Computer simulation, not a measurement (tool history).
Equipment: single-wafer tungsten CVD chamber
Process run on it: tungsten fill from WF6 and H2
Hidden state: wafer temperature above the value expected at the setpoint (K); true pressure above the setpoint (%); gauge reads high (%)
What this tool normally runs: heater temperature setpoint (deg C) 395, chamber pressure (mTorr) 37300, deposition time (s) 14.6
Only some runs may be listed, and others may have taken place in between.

run,day,heater temperature setpoint (deg C),chamber pressure (mTorr),deposition time (s),wafers since the last listed run,hours since the last thermocouple change,hours since the last manometer calibration,hours since the showerhead was replaced,hours since the gauge calibration,"read-back reference wafer on the same gauge, thickness_nm",mean film thickness on the monitor wafer (angstrom)
1,0,395,41000,15.3,0,1367.1,276.5,6186,536.3,46.806,531.09
2,1.95,395,41000,15.3,692,1413.9,323.3,6232.8,583.1,46.815,533.54
3,4.758,395,42800,14.6,997,1481.3,390.7,6300.2,650.5,46.76,517.22
4,7.467,395,42800,14.6,961,1546.3,455.7,6365.2,715.5,46.839,521.53
5,9.888,395,37300,14.6,859,1604.4,513.8,6423.3,773.6,46.835,485.96
6,11.846,403,42500,14.6,695,1651.4,560.8,6470.3,820.6,46.856,608.1
7,12.9,403,42500,14.6,374,1676.7,586.1,6495.6,845.9,46.777,609.27
8,13.917,403,42500,14.6,361,1701.1,610.5,6520,870.3,46.778,613.96
9,15.804,384,37300,14.6,670,1746.4,655.8,6565.3,915.6,46.819,380.71
10,17.421,384,37300,14.6,574,1785.2,694.6,6604.1,954.4,46.777,380.46
11,18.683,395,37300,14.6,448,1815.5,724.9,6634.4,984.7,46.787,486.51
12,21.483,395,37300,12.5,994,1882.7,792.1,6701.6,1051.9,46.873,413.68
13,23.504,395,37300,12.5,717,1931.2,840.6,6750.1,1100.4,46.838,418.51
# day 23.904: gauge calibrated
# day 27.358: capacitance manometer re-zeroed and calibrated
# day 29.058: showerhead replaced
14,30.354,395,37300,12.5,2196,2095.6,71.9,31.1,154.8,46.81,424.66
15,31.704,395,37300,14.6,479,2128,104.3,63.5,187.2,46.802,495.77
16,32.754,395,28100,14.6,372,2153.2,129.5,88.7,212.4,46.789,428.33
17,36.271,395,37300,14.6,1248,2237.6,213.9,173.1,296.8,46.779,496.56
# day 36.933: capacitance manometer re-zeroed and calibrated, repeated, since the last time left the tool worse
# day 37.133: thermocouple changed; heater temperature recalibrated
18,37.904,408,37300,17,390,18.5,23.3,212.3,336,46.845,722.11
19,39.942,395,37300,13.1,723,67.4,72.2,261.2,384.9,46.694,425.08
20,42.258,395,37300,14.6,822,123,127.8,316.8,440.5,46.819,471.45
21,43.317,403,42500,14.6,375,148.4,153.2,342.2,465.9,46.81,606.46
22,45.929,395,28400,14.6,927,211.1,215.9,404.9,528.6,46.787,411.93
23,48.262,395,43000,14.6,828,267.1,271.9,460.9,584.6,46.712,515.21
24,49.421,395,37300,12.5,411,294.9,299.7,488.7,612.4,46.791,409.24
25,50.642,399,37300,14.6,433,324.2,329,518,641.7,46.823,528.88
26,52.696,395,37300,14.6,729,373.5,378.3,567.3,691,46.793,480.79
27,54.054,399,46600,16.3,482,406.1,410.9,599.9,723.6,46.823,653.36
28,55.275,389,28500,16.6,433,435.4,440.2,629.2,752.9,46.842,414.88
29,58.154,403,42500,14.6,1022,504.5,509.3,698.3,822,46.811,610.11
30,60.717,395,37300,14.6,910,566,570.8,759.8,883.5,46.839,477.97
31,61.725,406,37300,14.6,358,590.2,595,784,907.7,46.742,608.92

List, for all runs, the conditions of the tool that the log does not record:
wafer temperature above the value expected at the setpoint (K): 0 at every run
gauge reads high (%): 0 at every run
H1: true pressure above the setpoint (%)
run,H1
1,2.01
2,2.28
3,2.66
4,3.02
5,3.35
6,3.61
7,3.75
8,3.89
9,4.14
10,4.36
11,4.53
12,4.91
13,5.18
14,9.53
15,9.71
16,9.85
17,10.3
18,-0.216
19,0.0581
20,0.37
21,0.512
22,0.864
23,1.18
24,1.33
25,1.5
26,1.77
27,1.96
28,2.12
29,2.51
30,2.85
31,2.99

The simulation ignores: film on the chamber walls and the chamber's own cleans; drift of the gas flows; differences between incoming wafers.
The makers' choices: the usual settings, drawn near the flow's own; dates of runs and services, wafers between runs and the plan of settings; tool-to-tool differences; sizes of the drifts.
